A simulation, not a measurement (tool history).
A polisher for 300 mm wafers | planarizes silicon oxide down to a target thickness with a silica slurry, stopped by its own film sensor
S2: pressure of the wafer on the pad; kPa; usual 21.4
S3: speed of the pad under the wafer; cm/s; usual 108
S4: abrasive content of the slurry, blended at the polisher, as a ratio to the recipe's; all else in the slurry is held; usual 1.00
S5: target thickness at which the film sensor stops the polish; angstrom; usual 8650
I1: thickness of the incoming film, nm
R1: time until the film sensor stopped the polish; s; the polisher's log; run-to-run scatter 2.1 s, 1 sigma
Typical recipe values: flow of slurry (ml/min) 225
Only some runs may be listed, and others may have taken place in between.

{"run": 1, "hour": 0.0, "flow of slurry (ml/min)": 225, "S2": 21.4, "S3": 100, "S4": 1.0, "S5": 8650, "I1": 1188.3, "R1": 163.7}
{"run": 2, "hour": 35.2, "flow of slurry (ml/min)": 225, "S2": 21.4, "S3": 100, "S4": 1.0, "S5": 8650, "I1": 1217.1, "R1": 180.5}
{"hour": 46.9, "done": "slurry blender recalibrated"}
{"run": 3, "hour": 55.7, "flow of slurry (ml/min)": 225, "S2": 21.4, "S3": 108, "S4": 1.05, "S5": 8650, "I1": 1208.1, "R1": 157.5}
{"run": 4, "hour": 84.7, "flow of slurry (ml/min)": 225, "S2": 21.4, "S3": 108, "S4": 1.05, "S5": 8650, "I1": 1225.0, "R1": 169.1}
{"run": 5, "hour": 99.7, "flow of slurry (ml/min)": 225, "S2": 24.1, "S3": 108, "S4": 1.0, "S5": 8650, "I1": 1219.7, "R1": 152.7}
{"hour": 114.1, "done": "worn pad replaced by a new one"}
{"run": 6, "hour": 123.8, "flow of slurry (ml/min)": 225, "S2": 21.4, "S3": 108, "S4": 1.0, "S5": 8650, "I1": 1216.1, "R1": 166.1}
{"run": 7, "hour": 142.5, "flow of slurry (ml/min)": 225, "S2": 21.4, "S3": 108, "S4": 1.0, "S5": 8650, "I1": 1193.9, "R1": 155.6}
{"run": 8, "hour": 165.3, "flow of slurry (ml/min)": 225, "S2": 21.4, "S3": 108, "S4": 1.0, "S5": 8650, "I1": 1204.6, "R1": 160.1}
{"run": 9, "hour": 186.5, "flow of slurry (ml/min)": 225, "S2": 21.4, "S3": 108, "S4": 1.2, "S5": 8650, "I1": 1196.4, "R1": 138.3}
{"run": 10, "hour": 209.5, "flow of slurry (ml/min)": 225, "S2": 21.4, "S3": 108, "S4": 1.2, "S5": 8650, "I1": 1206.7, "R1": 144.5}
{"run": 11, "hour": 244.5, "flow of slurry (ml/min)": 225, "S2": 21.4, "S3": 108, "S4": 1.0, "S5": 8650, "I1": 1216.6, "R1": 161.7}
{"run": 12, "hour": 261.5, "flow of slurry (ml/min)": 165, "S2": 15.9, "S3": 108, "S4": 1.0, "S5": 9500, "I1": 1200.6, "R1": 161.0}
{"hour": 266.1, "done": "worn pad replaced by a new one"}
{"run": 13, "hour": 278.2, "flow of slurry (ml/min)": 255, "S2": 17.2, "S3": 86, "S4": 1.0, "S5": 8650, "I1": 1206.6, "R1": 240.7}
{"run": 14, "hour": 382.3, "flow of slurry (ml/min)": 225, "S2": 21.4, "S3": 108, "S4": 1.0, "S5": 8650, "I1": 1214.5, "R1": 168.3}
{"hour": 399.0, "done": "worn pad replaced by a new one"}
{"hour": 408.7, "done": "head pressure recalibrated"}
{"hour": 436.6, "done": "conditioning disc replaced and pad reconditioned"}
{"hour": 450.2, "done": "slurry blender recalibrated"}
{"hour": 453.1, "done": "slurry nozzle cleaned"}
{"run": 15, "hour": 453.6, "flow of slurry (ml/min)": 225, "S2": 21.4, "S3": 108, "S4": 1.05, "S5": 8650, "I1": 1183.4, "R1": 148.1}
{"run": 16, "hour": 482.8, "flow of slurry (ml/min)": 150, "S2": 21.4, "S3": 78, "S4": 0.9, "S5": 9050, "I1": 1216.7, "R1": 216.0}
{"run": 17, "hour": 515.7, "flow of slurry (ml/min)": 225, "S2": 21.4, "S3": 108, "S4": 1.0, "S5": 8650, "I1": 1210.1, "R1": 166.3}
{"hour": 543.5, "done": "worn pad replaced by a new one"}
{"run": 18, "hour": 545.0, "flow of slurry (ml/min)": 225, "S2": 19.3, "S3": 108, "S4": 1.0, "S5": 8650, "I1": 1191.3, "R1": 168.7}
{"run": 19, "hour": 565.3, "flow of slurry (ml/min)": 295, "S2": 21.4, "S3": 80, "S4": 1.0, "S5": 8650, "I1": 1214.1, "R1": 202.0}
{"run": 20, "hour": 599.0, "flow of slurry (ml/min)": 265, "S2": 21.4, "S3": 108, "S4": 1.0, "S5": 8650, "I1": 1207.1, "R1": 156.5}
{"run": 21, "hour": 631.3, "flow of slurry (ml/min)": 275, "S2": 21.4, "S3": 108, "S4": 1.0, "S5": 7870, "I1": 1204.3, "R1": 195.3}
{"run": 22, "hour": 666.0, "flow of slurry (ml/min)": 225, "S2": 21.4, "S3": 108, "S4": 1.0, "S5": 8650, "I1": 1219.7, "R1": 170.9}
{"run": 23, "hour": 698.6, "flow of slurry (ml/min)": 225, "S2": 21.4, "S3": 108, "S4": 1.0, "S5": 8650, "I1": 1214.3, "R1": 163.1}
{"hour": 712.5, "done": "worn pad replaced by a new one"}
{"run": 24, "hour": 733.4, "flow of slurry (ml/min)": 225, "S2": 17.2, "S3": 108, "S4": 1.0, "S5": 8650, "I1": 1229.1, "R1": 213.1}

5 ways to go on from here, each from the tool as it stands after run 24. What would each give?
{"run": "A", "hour": 733.9, "flow of slurry (ml/min)": 225, "S2": 21.4, "S3": 108, "S4": 1.0, "S5": 8650, "I1": 1203.7, "R1": "?"}
{"run": "B", "hour": 733.9, "flow of slurry (ml/min)": 225, "S2": 26.9, "S3": 108, "S4": 1.3, "S5": 8650, "I1": 1203.7, "R1": "?"}
{"run": "C", "hour": 733.9, "flow of slurry (ml/min)": 245, "S2": 21.4, "S3": 108, "S4": 1.0, "S5": 8650, "I1": 1203.7, "R1": "?"}
{"run": "D", "hour": 733.9, "flow of slurry (ml/min)": 225, "S2": 21.4, "S3": 108, "S4": 1.0, "S5": 9070, "I1": 1203.7, "R1": "?"}
{"run": "E", "hour": 733.9, "flow of slurry (ml/min)": 285, "S2": 21.4, "S3": 82, "S4": 1.0, "S5": 9440, "I1": 1203.7, "R1": "?"}

run=A R1=160.5
run=B R1=108.2
run=C R1=159.6
run=D R1=140.6
run=E R1=150.9
What these runs would have given with no unlogged condition in the tool:
run=A R1=160.5
run=B R1=108.2
run=C R1=159.6
run=D R1=140.6
run=E R1=150.9

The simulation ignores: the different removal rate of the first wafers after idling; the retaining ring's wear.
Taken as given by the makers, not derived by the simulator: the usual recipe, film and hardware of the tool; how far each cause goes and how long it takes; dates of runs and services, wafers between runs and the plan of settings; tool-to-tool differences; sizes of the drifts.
